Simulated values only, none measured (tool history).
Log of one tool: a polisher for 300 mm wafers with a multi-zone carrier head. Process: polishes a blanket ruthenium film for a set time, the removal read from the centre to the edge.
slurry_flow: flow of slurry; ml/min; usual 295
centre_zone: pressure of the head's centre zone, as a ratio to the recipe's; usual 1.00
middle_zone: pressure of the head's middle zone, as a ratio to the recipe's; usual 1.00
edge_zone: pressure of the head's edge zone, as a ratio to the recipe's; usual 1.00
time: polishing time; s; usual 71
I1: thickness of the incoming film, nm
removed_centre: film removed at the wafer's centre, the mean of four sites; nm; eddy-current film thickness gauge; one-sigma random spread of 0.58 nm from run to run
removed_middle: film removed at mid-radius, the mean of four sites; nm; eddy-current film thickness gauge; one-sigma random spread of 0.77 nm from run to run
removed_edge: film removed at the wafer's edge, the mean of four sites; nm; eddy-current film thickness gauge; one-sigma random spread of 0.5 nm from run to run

{"run": 1, "hour": 0.0, "slurry_flow": 240, "centre_zone": 1.0, "middle_zone": 1.0, "edge_zone": 1.05, "time": 71, "I1": 364.5, "removed_centre": 75.5, "removed_middle": 76.1, "removed_edge": 79.1}
{"run": 2, "hour": 19.0, "slurry_flow": 295, "centre_zone": 1.0, "middle_zone": 1.08, "edge_zone": 1.06, "time": 71, "I1": 366.1, "removed_centre": 76.3, "removed_middle": 83.5, "removed_edge": 80.2}
{"run": 3, "hour": 36.1, "slurry_flow": 295, "centre_zone": 1.0, "middle_zone": 1.09, "edge_zone": 1.0, "time": 71, "I1": 370.9, "removed_centre": 75.9, "removed_middle": 84.4, "removed_edge": 77.0}
{"run": 4, "hour": 52.8, "slurry_flow": 295, "centre_zone": 1.0, "middle_zone": 1.0, "edge_zone": 1.0, "time": 83, "I1": 366.5, "removed_centre": 89.1, "removed_middle": 91.4, "removed_edge": 90.2}
{"hour": 62.5, "done": "worn pad replaced by a new one"}
{"run": 5, "hour": 88.6, "slurry_flow": 295, "centre_zone": 0.96, "middle_zone": 1.1, "edge_zone": 1.0, "time": 71, "I1": 361.7, "removed_centre": 75.2, "removed_middle": 87.1, "removed_edge": 79.2}
{"run": 6, "hour": 149.4, "slurry_flow": 295, "centre_zone": 1.08, "middle_zone": 0.9, "edge_zone": 1.04, "time": 88, "I1": 364.2, "removed_centre": 104.1, "removed_middle": 89.4, "removed_edge": 99.4}
{"hour": 158.7, "done": "slurry nozzle cleaned"}
{"run": 7, "hour": 166.5, "slurry_flow": 295, "centre_zone": 1.0, "middle_zone": 1.0, "edge_zone": 1.0, "time": 71, "I1": 374.2, "removed_centre": 78.2, "removed_middle": 80.8, "removed_edge": 78.9}
{"hour": 178.0, "done": "edge zone pressure recalibrated"}
{"run": 8, "hour": 182.8, "slurry_flow": 295, "centre_zone": 1.12, "middle_zone": 1.0, "edge_zone": 1.04, "time": 71, "I1": 369.8, "removed_centre": 86.4, "removed_middle": 80.7, "removed_edge": 79.4}
{"run": 9, "hour": 201.5, "slurry_flow": 220, "centre_zone": 0.95, "middle_zone": 1.09, "edge_zone": 1.1, "time": 71, "I1": 373.1, "removed_centre": 71.0, "removed_middle": 83.0, "removed_edge": 80.1}
{"run": 10, "hour": 227.6, "slurry_flow": 240, "centre_zone": 1.0, "middle_zone": 1.0, "edge_zone": 1.0, "time": 89, "I1": 375.3, "removed_centre": 94.5, "removed_middle": 96.6, "removed_edge": 94.6}
{"run": 11, "hour": 257.6, "slurry_flow": 390, "centre_zone": 0.94, "middle_zone": 1.09, "edge_zone": 1.08, "time": 71, "I1": 369.5, "removed_centre": 73.5, "removed_middle": 85.2, "removed_edge": 81.8}
{"hour": 287.4, "done": "worn pad replaced by a new one"}
{"run": 12, "hour": 334.8, "slurry_flow": 240, "centre_zone": 1.0, "middle_zone": 1.0, "edge_zone": 1.0, "time": 89, "I1": 365.1, "removed_centre": 95.2, "removed_middle": 99.2, "removed_edge": 99.0}
{"run": 13, "hour": 358.7, "slurry_flow": 295, "centre_zone": 1.05, "middle_zone": 1.0, "edge_zone": 1.0, "time": 55, "I1": 370.9, "removed_centre": 63.1, "removed_middle": 63.3, "removed_edge": 60.8}
{"hour": 365.5, "done": "slurry nozzle cleaned"}
{"run": 14, "hour": 392.6, "slurry_flow": 330, "centre_zone": 1.03, "middle_zone": 1.0, "edge_zone": 1.03, "time": 71, "I1": 371.4, "removed_centre": 80.4, "removed_middle": 79.9, "removed_edge": 79.5}
{"run": 15, "hour": 409.0, "slurry_flow": 295, "centre_zone": 0.96, "middle_zone": 1.0, "edge_zone": 1.0, "time": 71, "I1": 372.5, "removed_centre": 74.4, "removed_middle": 79.0, "removed_edge": 77.4}
{"run": 16, "hour": 435.6, "slurry_flow": 375, "centre_zone": 1.0, "middle_zone": 1.0, "edge_zone": 1.0, "time": 71, "I1": 369.4, "removed_centre": 78.6, "removed_middle": 80.8, "removed_edge": 79.4}
{"run": 17, "hour": 451.4, "slurry_flow": 295, "centre_zone": 1.0, "middle_zone": 1.0, "edge_zone": 1.0, "time": 71, "I1": 365.9, "removed_centre": 75.9, "removed_middle": 78.5, "removed_edge": 77.9}
{"run": 18, "hour": 466.9, "slurry_flow": 295, "centre_zone": 1.06, "middle_zone": 1.07, "edge_zone": 1.0, "time": 71, "I1": 362.2, "removed_centre": 81.7, "removed_middle": 82.3, "removed_edge": 78.1}
{"hour": 495.3, "done": "worn pad replaced by a new one"}
{"run": 19, "hour": 502.6, "slurry_flow": 365, "centre_zone": 1.0, "middle_zone": 1.0, "edge_zone": 0.89, "time": 71, "I1": 368.0, "removed_centre": 79.9, "removed_middle": 81.4, "removed_edge": 76.8}
{"run": 20, "hour": 515.1, "slurry_flow": 400, "centre_zone": 1.0, "middle_zone": 1.0, "edge_zone": 1.0, "time": 86, "I1": 369.0, "removed_centre": 96.8, "removed_middle": 100.6, "removed_edge": 98.6}
{"run": 21, "hour": 533.6, "slurry_flow": 295, "centre_zone": 1.1, "middle_zone": 1.0, "edge_zone": 0.89, "time": 71, "I1": 366.7, "removed_centre": 84.9, "removed_middle": 80.7, "removed_edge": 74.9}
{"run": 22, "hour": 561.8, "slurry_flow": 295, "centre_zone": 1.0, "middle_zone": 1.0, "edge_zone": 1.0, "time": 71, "I1": 377.0, "removed_centre": 76.7, "removed_middle": 79.7, "removed_edge": 78.6}
{"hour": 574.1, "done": "slurry nozzle cleaned"}
{"run": 23, "hour": 591.6, "slurry_flow": 295, "centre_zone": 1.0, "middle_zone": 1.0, "edge_zone": 1.0, "time": 71, "I1": 373.8, "removed_centre": 77.5, "removed_middle": 78.2, "removed_edge": 78.8}

Consider 3 possible next runs. They are alternatives, not a sequence: every one starts from the tool as it was left by run 23. What does each give?
{"run": "A", "hour": 592.0, "slurry_flow": 295, "centre_zone": 1.0, "middle_zone": 1.0, "edge_zone": 1.0, "time": 71, "I1": 368.9, "removed_centre": "?", "removed_middle": "?", "removed_edge": "?"}
{"run": "B", "hour": 592.0, "slurry_flow": 250, "centre_zone": 1.06, "middle_zone": 0.91, "edge_zone": 1.1, "time": 71, "I1": 368.9, "removed_centre": "?", "removed_middle": "?", "removed_edge": "?"}
{"run": "C", "hour": 592.0, "slurry_flow": 295, "centre_zone": 1.06, "middle_zone": 1.0, "edge_zone": 0.91, "time": 71, "I1": 368.9, "removed_centre": "?", "removed_middle": "?", "removed_edge": "?"}

run=A removed_centre=78.2 removed_middle=79.5 removed_edge=78.5
run=B removed_centre=81.5 removed_middle=72.3 removed_edge=81.5
run=C removed_centre=82.9 removed_middle=79.5 removed_edge=75.1
Without the tool's unlogged condition, the same runs would have read:
run=A removed_centre=80.0 removed_middle=81.3 removed_edge=80.3
run=B removed_centre=83.3 removed_middle=74.0 removed_edge=83.4
run=C removed_centre=84.8 removed_middle=81.3 removed_edge=76.8
